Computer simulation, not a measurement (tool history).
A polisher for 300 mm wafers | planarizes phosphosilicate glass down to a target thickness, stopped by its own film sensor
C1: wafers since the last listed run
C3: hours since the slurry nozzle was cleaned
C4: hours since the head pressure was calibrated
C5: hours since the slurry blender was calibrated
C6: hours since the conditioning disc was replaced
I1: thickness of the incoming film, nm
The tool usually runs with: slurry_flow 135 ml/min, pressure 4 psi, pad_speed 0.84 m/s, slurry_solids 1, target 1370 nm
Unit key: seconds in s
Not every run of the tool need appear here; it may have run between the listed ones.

{"run": 1, "hour": 0.0, "slurry_flow": 135, "pressure": 4, "pad_speed": 0.84, "slurry_solids": 1, "target": 1370, "C1": 0, "wafers polished on this pad": 322, "C3": 632.6, "C4": 341.3, "C5": 29, "C6": 350.5, "I1": 2118.7, "seconds": 91.9}
{"run": 2, "hour": 52.0, "slurry_flow": 135, "pressure": 4, "pad_speed": 0.84, "slurry_solids": 1, "target": 1370, "C1": 461, "wafers polished on this pad": 783, "C3": 684.6, "C4": 393.3, "C5": 81, "C6": 402.5, "I1": 2113.8, "seconds": 93.6}
{"hour": 60.6, "done": "slurry nozzle cleaned"}
{"run": 3, "hour": 80.6, "slurry_flow": 135, "pressure": 4, "pad_speed": 0.84, "slurry_solids": 1, "target": 1370, "C1": 244, "wafers polished on this pad": 1028, "C3": 20, "C4": 421.9, "C5": 109.6, "C6": 431.1, "I1": 2077.8, "seconds": 84.1}
{"run": 4, "hour": 147.1, "slurry_flow": 135, "pressure": 4, "pad_speed": 0.84, "slurry_solids": 1, "target": 1370, "C1": 589, "wafers polished on this pad": 1617, "C3": 86.5, "C4": 488.4, "C5": 176.1, "C6": 497.6, "I1": 2139.2, "seconds": 89.5}
{"run": 5, "hour": 205.5, "slurry_flow": 135, "pressure": 4, "pad_speed": 0.84, "slurry_solids": 1, "target": 1370, "C1": 517, "wafers polished on this pad": 2135, "C3": 144.9, "C4": 546.8, "C5": 234.5, "C6": 556, "I1": 2094.3, "seconds": 86.6}
{"hour": 218.8, "done": "slurry blender recalibrated"}
{"run": 6, "hour": 253.2, "slurry_flow": 135, "pressure": 4, "pad_speed": 0.84, "slurry_solids": 1, "target": 1370, "C1": 405, "wafers polished on this pad": 2540, "C3": 192.6, "C4": 594.5, "C5": 34.4, "C6": 603.7, "I1": 2101.4, "seconds": 86.6}
{"hour": 268.8, "done": "worn pad replaced by a new one"}
{"hour": 298.1, "done": "conditioning disc replaced and pad reconditioned"}
{"run": 7, "hour": 305.4, "slurry_flow": 135, "pressure": 4, "pad_speed": 0.84, "slurry_solids": 1, "target": 1370, "C1": 409, "wafers polished on this pad": 306, "C3": 244.8, "C4": 646.7, "C5": 86.6, "C6": 7.3, "I1": 2123, "seconds": 84.8}
{"run": 8, "hour": 353.7, "slurry_flow": 135, "pressure": 4, "pad_speed": 0.84, "slurry_solids": 1, "target": 1370, "C1": 428, "wafers polished on this pad": 734, "C3": 293.1, "C4": 695, "C5": 134.9, "C6": 55.6, "I1": 2117.6, "seconds": 85.7}
{"run": 9, "hour": 409.5, "slurry_flow": 135, "pressure": 4, "pad_speed": 0.84, "slurry_solids": 1, "target": 1370, "C1": 494, "wafers polished on this pad": 1229, "C3": 348.9, "C4": 750.8, "C5": 190.7, "C6": 111.4, "I1": 2102.6, "seconds": 86}
{"run": 10, "hour": 476.5, "slurry_flow": 135, "pressure": 4, "pad_speed": 0.84, "slurry_solids": 1, "target": 1370, "C1": 594, "wafers polished on this pad": 1823, "C3": 415.9, "C4": 817.8, "C5": 257.7, "C6": 178.4, "I1": 2134.9, "seconds": 94.2}
{"hour": 502.1, "done": "slurry blender recalibrated"}
{"run": 11, "hour": 521.8, "slurry_flow": 135, "pressure": 4, "pad_speed": 0.84, "slurry_solids": 1, "target": 1370, "C1": 383, "wafers polished on this pad": 2207, "C3": 461.2, "C4": 863.1, "C5": 19.7, "C6": 223.7, "I1": 2112.8, "seconds": 91.9}
{"hour": 533.1, "done": "worn pad replaced by a new one"}
{"run": 12, "hour": 561.9, "slurry_flow": 135, "pressure": 4, "pad_speed": 0.84, "slurry_solids": 1, "target": 1370, "C1": 320, "wafers polished on this pad": 255, "C3": 501.3, "C4": 903.2, "C5": 59.8, "C6": 263.8, "I1": 2107.5, "seconds": 92.1}
{"run": 13, "hour": 605.7, "slurry_flow": 95, "pressure": 4, "pad_speed": 0.84, "slurry_solids": 1, "target": 1370, "C1": 388, "wafers polished on this pad": 644, "C3": 545.1, "C4": 947, "C5": 103.6, "C6": 307.6, "I1": 2152, "seconds": 110.4}
{"hour": 719.1, "done": "slurry nozzle cleaned"}
{"run": 14, "hour": 761.8, "slurry_flow": 135, "pressure": 4, "pad_speed": 0.84, "slurry_solids": 1, "target": 1370, "C1": 1375, "wafers polished on this pad": 2019, "C3": 42.7, "C4": 1103.1, "C5": 259.7, "C6": 463.7, "I1": 2123.4, "seconds": 88.1}
{"hour": 777.9, "done": "slurry blender recalibrated"}
{"hour": 789.9, "done": "worn pad replaced by a new one"}
{"run": 15, "hour": 797.2, "slurry_flow": 135, "pressure": 4, "pad_speed": 0.84, "slurry_solids": 1, "target": 1370, "C1": 260, "wafers polished on this pad": 64, "C3": 78.1, "C4": 1138.5, "C5": 19.3, "C6": 499.1, "I1": 2151.8, "seconds": 91.8}
{"hour": 859.1, "done": "head pressure recalibrated"}
{"run": 16, "hour": 861.8, "slurry_flow": 110, "pressure": 4, "pad_speed": 1, "slurry_solids": 0.75, "target": 1370, "C1": 555, "wafers polished on this pad": 619, "C3": 142.7, "C4": 2.7, "C5": 83.9, "C6": 563.7, "I1": 2151.1, "seconds": 105}
{"hour": 903.5, "done": "conditioning disc replaced and pad reconditioned"}
{"run": 17, "hour": 921.9, "slurry_flow": 105, "pressure": 2.8, "pad_speed": 0.84, "slurry_solids": 0.9, "target": 1370, "C1": 515, "wafers polished on this pad": 1134, "C3": 202.8, "C4": 62.8, "C5": 144, "C6": 18.4, "I1": 2129.1, "seconds": 139.6}
{"run": 18, "hour": 971.8, "slurry_flow": 160, "pressure": 4, "pad_speed": 0.54, "slurry_solids": 1, "target": 1567, "C1": 442, "wafers polished on this pad": 1577, "C3": 252.7, "C4": 112.7, "C5": 193.9, "C6": 68.3, "I1": 2123.1, "seconds": 85.2}
{"run": 19, "hour": 1031.4, "slurry_flow": 135, "pressure": 4.4, "pad_speed": 1.14, "slurry_solids": 1, "target": 1370, "C1": 528, "wafers polished on this pad": 2105, "C3": 312.3, "C4": 172.3, "C5": 253.5, "C6": 127.9, "I1": 2127.2, "seconds": 63.9}
{"hour": 1046.8, "done": "worn pad replaced by a new one"}
{"hour": 1059.1, "done": "slurry blender recalibrated"}
{"run": 20, "hour": 1085.5, "slurry_flow": 135, "pressure": 4, "pad_speed": 0.98, "slurry_solids": 1, "target": 1562, "C1": 426, "wafers polished on this pad": 325, "C3": 366.4, "C4": 226.4, "C5": 26.4, "C6": 182, "I1": 2123.2, "seconds": 60}
{"run": 21, "hour": 1126.6, "slurry_flow": 135, "pressure": 4, "pad_speed": 0.7, "slurry_solids": 1, "target": 1572, "C1": 364, "wafers polished on this pad": 690, "C3": 407.5, "C4": 267.5, "C5": 67.5, "C6": 223.1, "I1": 2113.1, "seconds": 74.8}
{"run": 22, "hour": 1224.8, "slurry_flow": 100, "pressure": 4, "pad_speed": 1, "slurry_solids": 0.7, "target": 1238, "C1": 870, "wafers polished on this pad": 1560, "C3": 505.7, "C4": 365.7, "C5": 165.7, "C6": 321.3, "I1": 2087.5, "seconds": 127.4}
{"run": 23, "hour": 1286.5, "slurry_flow": 135, "pressure": 5, "pad_speed": 0.84, "slurry_solids": 1.25, "target": 1370, "C1": 547, "wafers polished on this pad": 2107, "C3": 567.4, "C4": 427.4, "C5": 227.4, "C6": 383, "I1": 2145.7, "seconds": 69.5}
{"hour": 1302.6, "done": "worn pad replaced by a new one"}
{"run": 24, "hour": 1335.5, "slurry_flow": 135, "pressure": 4, "pad_speed": 0.84, "slurry_solids": 1, "target": 1370, "C1": 399, "wafers polished on this pad": 291, "C3": 616.4, "C4": 476.4, "C5": 276.4, "C6": 432, "I1": 2080.1, "seconds": 89.4}
{"hour": 1342.3, "done": "slurry blender recalibrated"}
{"hour": 1350.9, "done": "slurry nozzle cleaned"}
{"run": 25, "hour": 1393.5, "slurry_flow": 165, "pressure": 4, "pad_speed": 1.12, "slurry_solids": 0.9, "target": 1597, "C1": 487, "wafers polished on this pad": 779, "C3": 42.6, "C4": 534.4, "C5": 51.2, "C6": 490, "I1": 2119, "seconds": 51.9}

Consider 4 possible next runs. They are alternatives, not a sequence: every one starts from the tool as it was left by run 25. What does each give?
{"run": "A", "hour": 1394.0, "slurry_flow": 135, "pressure": 4, "pad_speed": 0.84, "slurry_solids": 1, "target": 1370, "C1": 4, "wafers polished on this pad": 783, "C3": 43.1, "C4": 534.9, "C5": 51.7, "C6": 490.5, "I1": 2138.1, "seconds": "?"}
{"run": "B", "hour": 1394.0, "slurry_flow": 135, "pressure": 4, "pad_speed": 0.74, "slurry_solids": 1, "target": 1370, "C1": 4, "wafers polished on this pad": 783, "C3": 43.1, "C4": 534.9, "C5": 51.7, "C6": 490.5, "I1": 2138.1, "seconds": "?"}
{"run": "C", "hour": 1394.0, "slurry_flow": 135, "pressure": 3.4, "pad_speed": 0.84, "slurry_solids": 1, "target": 1370, "C1": 4, "wafers polished on this pad": 783, "C3": 43.1, "C4": 534.9, "C5": 51.7, "C6": 490.5, "I1": 2138.1, "seconds": "?"}
{"run": "D", "hour": 1394.0, "slurry_flow": 135, "pressure": 3.4, "pad_speed": 0.56, "slurry_solids": 1, "target": 1599, "C1": 4, "wafers polished on this pad": 783, "C3": 43.1, "C4": 534.9, "C5": 51.7, "C6": 490.5, "I1": 2138.1, "seconds": "?"}

run=A seconds=91
run=B seconds=99.9
run=C seconds=106
run=D seconds=101
Without the tool's unlogged condition, the same runs would have read:
run=A seconds=84.1
run=B seconds=93.1
run=C seconds=99
run=D seconds=96.1

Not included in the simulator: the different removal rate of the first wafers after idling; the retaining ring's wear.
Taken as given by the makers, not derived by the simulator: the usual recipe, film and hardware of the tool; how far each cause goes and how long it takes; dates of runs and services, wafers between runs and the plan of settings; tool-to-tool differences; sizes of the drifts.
